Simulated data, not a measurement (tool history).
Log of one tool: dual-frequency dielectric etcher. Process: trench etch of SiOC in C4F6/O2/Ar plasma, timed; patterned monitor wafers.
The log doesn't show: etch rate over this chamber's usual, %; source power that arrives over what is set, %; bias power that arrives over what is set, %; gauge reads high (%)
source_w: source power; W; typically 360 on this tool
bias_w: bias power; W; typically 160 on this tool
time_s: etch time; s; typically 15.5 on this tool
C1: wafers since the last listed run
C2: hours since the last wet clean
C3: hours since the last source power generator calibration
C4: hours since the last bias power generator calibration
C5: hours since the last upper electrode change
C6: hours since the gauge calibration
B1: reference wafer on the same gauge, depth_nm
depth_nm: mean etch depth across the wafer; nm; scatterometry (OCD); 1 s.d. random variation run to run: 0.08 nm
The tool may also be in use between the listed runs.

{"run": 1, "day": 0.0, "source_w": 340, "bias_w": 160, "time_s": 15.5, "C1": 0, "C2": 149.5, "C3": 2156.5, "C4": 2788.1, "C5": 3142.9, "C6": 849.5, "B1": 35.62, "depth_nm": 30.99}
{"run": 2, "day": 4.5, "source_w": 340, "bias_w": 160, "time_s": 15.5, "C1": 1956, "C2": 257.5, "C3": 2264.5, "C4": 2896.1, "C5": 3250.9, "C6": 957.5, "B1": 35.63, "depth_nm": 31.3}
{"run": 3, "day": 7.771, "source_w": 360, "bias_w": 160, "time_s": 15.5, "C1": 1422, "C2": 336.0, "C3": 2343.0, "C4": 2974.6, "C5": 3329.4, "C6": 1036.0, "B1": 35.61, "depth_nm": 32.15}
{"day": 11.158, "done": "wet clean of the chamber"}
{"run": 4, "day": 11.179, "source_w": 360, "bias_w": 160, "time_s": 15.5, "C1": 1047, "C2": 0.5, "C3": 2424.8, "C4": 3056.4, "C5": 3411.2, "C6": 1117.8, "B1": 35.61, "depth_nm": 31.61}
{"run": 5, "day": 12.129, "source_w": 360, "bias_w": 160, "time_s": 15.5, "C1": 413, "C2": 23.3, "C3": 2447.6, "C4": 3079.2, "C5": 3434.0, "C6": 1140.6, "B1": 35.59, "depth_nm": 31.68}
{"run": 6, "day": 16.392, "source_w": 360, "bias_w": 160, "time_s": 15.5, "C1": 1853, "C2": 125.6, "C3": 2549.9, "C4": 3181.5, "C5": 3536.3, "C6": 1242.9, "B1": 35.59, "depth_nm": 31.72}
{"run": 7, "day": 19.962, "source_w": 360, "bias_w": 186, "time_s": 15.5, "C1": 1552, "C2": 211.3, "C3": 2635.6, "C4": 3267.2, "C5": 3622.0, "C6": 1328.6, "B1": 35.61, "depth_nm": 32.92}
{"run": 8, "day": 21.5, "source_w": 360, "bias_w": 186, "time_s": 15.5, "C1": 668, "C2": 248.2, "C3": 2672.5, "C4": 3304.1, "C5": 3658.9, "C6": 1365.5, "B1": 35.57, "depth_nm": 32.94}
{"run": 9, "day": 23.371, "source_w": 360, "bias_w": 160, "time_s": 17.5, "C1": 813, "C2": 293.1, "C3": 2717.4, "C4": 3349.0, "C5": 3703.8, "C6": 1410.4, "B1": 35.61, "depth_nm": 36.28}
{"day": 30.958, "done": "wet clean of the chamber"}
{"run": 10, "day": 32.838, "source_w": 360, "bias_w": 160, "time_s": 17.5, "C1": 3681, "C2": 45.1, "C3": 2944.6, "C4": 3576.2, "C5": 3931.0, "C6": 1637.6, "B1": 35.61, "depth_nm": 35.93}
{"run": 11, "day": 34.575, "source_w": 380, "bias_w": 160, "time_s": 15.5, "C1": 755, "C2": 86.8, "C3": 2986.3, "C4": 3617.9, "C5": 3972.7, "C6": 1679.3, "B1": 35.6, "depth_nm": 32.56}
{"run": 12, "day": 38.283, "source_w": 380, "bias_w": 160, "time_s": 15.5, "C1": 1612, "C2": 175.8, "C3": 3075.3, "C4": 3706.9, "C5": 4061.7, "C6": 1768.3, "B1": 35.6, "depth_nm": 32.77}
{"run": 13, "day": 40.904, "source_w": 380, "bias_w": 160, "time_s": 15.5, "C1": 1139, "C2": 238.7, "C3": 3138.2, "C4": 3769.8, "C5": 4124.6, "C6": 1831.2, "B1": 35.61, "depth_nm": 32.73}
{"day": 42.462, "done": "bias power generator calibrated"}
{"day": 42.825, "done": "source power generator calibrated"}
{"run": 14, "day": 45.308, "source_w": 360, "bias_w": 160, "time_s": 15.5, "C1": 1769, "C2": 344.4, "C3": 59.6, "C4": 68.3, "C5": 4230.3, "C6": 1936.9, "B1": 35.6, "depth_nm": 31.64}
{"run": 15, "day": 49.771, "source_w": 360, "bias_w": 186, "time_s": 15.5, "C1": 1940, "C2": 451.5, "C3": 166.7, "C4": 175.4, "C5": 4337.4, "C6": 2044.0, "B1": 35.62, "depth_nm": 32.87}
{"day": 51.338, "done": "wet clean of the chamber"}
{"run": 16, "day": 52.171, "source_w": 360, "bias_w": 160, "time_s": 18.0, "C1": 608, "C2": 20.0, "C3": 224.3, "C4": 233.0, "C5": 4395.0, "C6": 2101.6, "B1": 35.59, "depth_nm": 36.22}
{"day": 54.962, "done": "upper electrode replaced"}
{"run": 17, "day": 55.404, "source_w": 360, "bias_w": 180, "time_s": 20.0, "C1": 971, "C2": 97.6, "C3": 301.9, "C4": 310.6, "C5": 10.6, "C6": 2179.2, "B1": 35.63, "depth_nm": 41.29}
{"day": 56.512, "done": "gauge calibrated"}
{"run": 18, "day": 59.525, "source_w": 300, "bias_w": 120, "time_s": 15.5, "C1": 1791, "C2": 196.5, "C3": 400.8, "C4": 409.5, "C5": 109.5, "C6": 72.3, "B1": 35.6, "depth_nm": 27.78}
{"run": 19, "day": 67.346, "source_w": 360, "bias_w": 160, "time_s": 11.5, "C1": 3400, "C2": 384.2, "C3": 588.5, "C4": 597.2, "C5": 297.2, "C6": 260.0, "B1": 35.6, "depth_nm": 23.51}
{"day": 68.567, "done": "wet clean of the chamber"}
{"run": 20, "day": 70.329, "source_w": 420, "bias_w": 171, "time_s": 18.5, "C1": 862, "C2": 42.3, "C3": 660.1, "C4": 668.8, "C5": 368.8, "C6": 331.6, "B1": 35.63, "depth_nm": 40.41}
{"run": 21, "day": 73.312, "source_w": 360, "bias_w": 160, "time_s": 15.5, "C1": 1297, "C2": 113.9, "C3": 731.7, "C4": 740.4, "C5": 440.4, "C6": 403.2, "B1": 35.6, "depth_nm": 31.57}
{"run": 22, "day": 77.333, "source_w": 320, "bias_w": 174, "time_s": 12.5, "C1": 1748, "C2": 210.4, "C3": 828.2, "C4": 836.9, "C5": 536.9, "C6": 499.7, "B1": 35.62, "depth_nm": 24.9}
{"run": 23, "day": 79.988, "source_w": 400, "bias_w": 160, "time_s": 17.0, "C1": 1153, "C2": 274.1, "C3": 891.9, "C4": 900.6, "C5": 600.6, "C6": 563.4, "B1": 35.58, "depth_nm": 36.5}
{"run": 24, "day": 83.375, "source_w": 360, "bias_w": 160, "time_s": 11.5, "C1": 1472, "C2": 355.4, "C3": 973.2, "C4": 981.9, "C5": 681.9, "C6": 644.7, "B1": 35.59, "depth_nm": 23.65}
{"run": 25, "day": 85.117, "source_w": 360, "bias_w": 160, "time_s": 15.5, "C1": 757, "C2": 397.2, "C3": 1015.0, "C4": 1023.7, "C5": 723.7, "C6": 686.5, "B1": 35.56, "depth_nm": 31.93}
{"day": 86.75, "done": "wet clean of the chamber"}
{"run": 26, "day": 87.892, "source_w": 360, "bias_w": 160, "time_s": 15.5, "C1": 771, "C2": 27.4, "C3": 1081.6, "C4": 1090.3, "C5": 790.3, "C6": 753.1, "B1": 35.57, "depth_nm": 31.55}
{"run": 27, "day": 91.012, "source_w": 360, "bias_w": 145, "time_s": 19.0, "C1": 1356, "C2": 102.3, "C3": 1156.5, "C4": 1165.2, "C5": 865.2, "C6": 828.0, "B1": 35.59, "depth_nm": 38.27}
{"run": 28, "day": 94.908, "source_w": 360, "bias_w": 172, "time_s": 15.5, "C1": 1693, "C2": 195.8, "C3": 1250.0, "C4": 1258.7, "C5": 958.7, "C6": 921.5, "B1": 35.6, "depth_nm": 32.34}
{"run": 29, "day": 98.608, "source_w": 360, "bias_w": 160, "time_s": 15.5, "C1": 1608, "C2": 284.6, "C3": 1338.8, "C4": 1347.5, "C5": 1047.5, "C6": 1010.3, "B1": 35.59, "depth_nm": 32.03}

Exercise: give the hidden state of the tool at every run:
bias power that arrives over what is set, %: 0, the same for each run
gauge reads high (%): 0, the same for each run
H1: etch rate over this chamber's usual, %
H2: source power that arrives over what is set, %
run=1 H1=0.297 H2=3.54
run=2 H1=0.826 H2=3.62
run=3 H1=1.21 H2=3.67
run=4 H1=-0.383 H2=3.72
run=5 H1=-0.271 H2=3.73
run=6 H1=0.231 H2=3.79
run=7 H1=0.651 H2=3.83
run=8 H1=0.832 H2=3.85
run=9 H1=1.05 H2=3.87
run=10 H1=0.261 H2=3.97
run=11 H1=0.465 H2=3.98
run=12 H1=0.902 H2=4.01
run=13 H1=1.21 H2=4.03
run=14 H1=1.73 H2=-0.846
run=15 H1=2.25 H2=-0.423
run=16 H1=-0.103 H2=-0.21
run=17 H1=0.278 H2=0.0607
run=18 H1=0.763 H2=0.382
run=19 H1=1.68 H2=0.924
run=20 H1=0.205 H2=1.11
run=21 H1=0.557 H2=1.28
run=22 H1=1.03 H2=1.5
run=23 H1=1.34 H2=1.64
run=24 H1=1.74 H2=1.8
run=25 H1=1.95 H2=1.88
run=26 H1=0.39 H2=2.01
run=27 H1=0.758 H2=2.14
run=28 H1=1.22 H2=2.29
run=29 H1=1.65 H2=2.42
